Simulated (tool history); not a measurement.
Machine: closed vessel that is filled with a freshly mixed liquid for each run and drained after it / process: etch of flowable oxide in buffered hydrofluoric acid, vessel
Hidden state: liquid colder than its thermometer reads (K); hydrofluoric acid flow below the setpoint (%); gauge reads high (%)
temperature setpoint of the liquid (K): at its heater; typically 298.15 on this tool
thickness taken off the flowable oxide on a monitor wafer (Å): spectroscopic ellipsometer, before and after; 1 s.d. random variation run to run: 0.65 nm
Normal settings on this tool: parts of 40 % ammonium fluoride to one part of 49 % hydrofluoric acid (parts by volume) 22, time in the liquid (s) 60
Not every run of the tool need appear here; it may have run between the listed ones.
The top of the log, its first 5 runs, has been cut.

run,hour,temperature setpoint of the liquid (K),parts of 40 % ammonium fluoride to one part of 49 % hydrofluoric acid (parts by volume),time in the liquid (s),wafers since the last listed run,hours since the thermometer was replaced,hours since the hydrofluoric acid flow meter was replaced,hours since the gauge calibration,"read-back film thickness of the flowable oxide reference wafer, read on the same gauge (nm)",thickness taken off the flowable oxide on a monitor wafer (Å)
6,116.1,298.15,19,60,1432,596.5,2183.5,360.9,29.99,2130.6
7,130.9,298.15,22,60,938,611.3,2198.3,375.7,30,1891.6
8,160.8,298.15,22,60,1895,641.2,2228.2,405.6,30,1884.9
9,185.1,298.15,22,60,1540,665.5,2252.5,429.9,30,1880.3
10,218.7,298.15,22,60,2129,699.1,2286.1,463.5,30,1871
11,250.5,298.15,22,60,2015,730.9,2317.9,495.3,29.93,1876.3
12,269.2,298.15,22,60,1185,749.6,2336.6,514,30.01,1879.3
13,291.1,298.15,22,60,1388,771.5,2358.5,535.9,30.03,1881.6
14,308.4,300.65,22,60,1096,788.8,2375.8,553.2,30,2142.7
15,328.1,300.65,22,60,1248,808.5,2395.5,572.9,30.03,2148.8
16,363.2,300.65,22,60,2224,843.6,2430.6,608,30.04,2138
17,377.5,295.65,24.5,60,906,857.9,2444.9,622.3,30.01,1518
18,401.2,294.65,19.5,85,1502,881.6,2468.6,646,29.96,2385.8
# hour 420.5: hydrofluoric acid flow meter replaced
19,424,298.15,28.5,80,1381,904.4,3.5,668.8,30.01,2077.9
20,458.4,294.65,16,60,2180,938.8,37.9,703.2,29.98,2042.1
# hour 463.3: thermometer replaced
21,477.7,294.65,22,35,1159,14.4,57.2,722.5,29.99,866.9
# hour 490.2: gauge calibrated
22,501.2,298.15,22,60,1489,37.9,80.7,11,29.97,1805.2
23,520.1,298.15,22,60,1198,56.8,99.6,29.9,30.06,1815.2
24,550.2,298.15,16.5,50,1907,86.9,129.7,60,30.03,1942.4
25,574.2,296.65,22,60,1521,110.9,153.7,84,29.99,1660.2
26,588.1,295.65,19.5,40,881,124.8,167.6,97.9,30,1144.1
27,604,302.65,19,90,1007,140.7,183.5,113.8,30.02,3868.3

For run 28, what comes out?
28,628.2,298.15,22,60,1533,164.9,207.7,138,?,?

{"run 28": {"read-back film thickness of the flowable oxide reference wafer, read on the same gauge (nm)": 30.03, "thickness taken off the flowable oxide on a monitor wafer (Å)": 1798.6}}
With the hidden condition absent and the run-to-run variation left alone, this run would have shown thickness taken off the flowable oxide on a monitor wafer (Å) 1953.5.
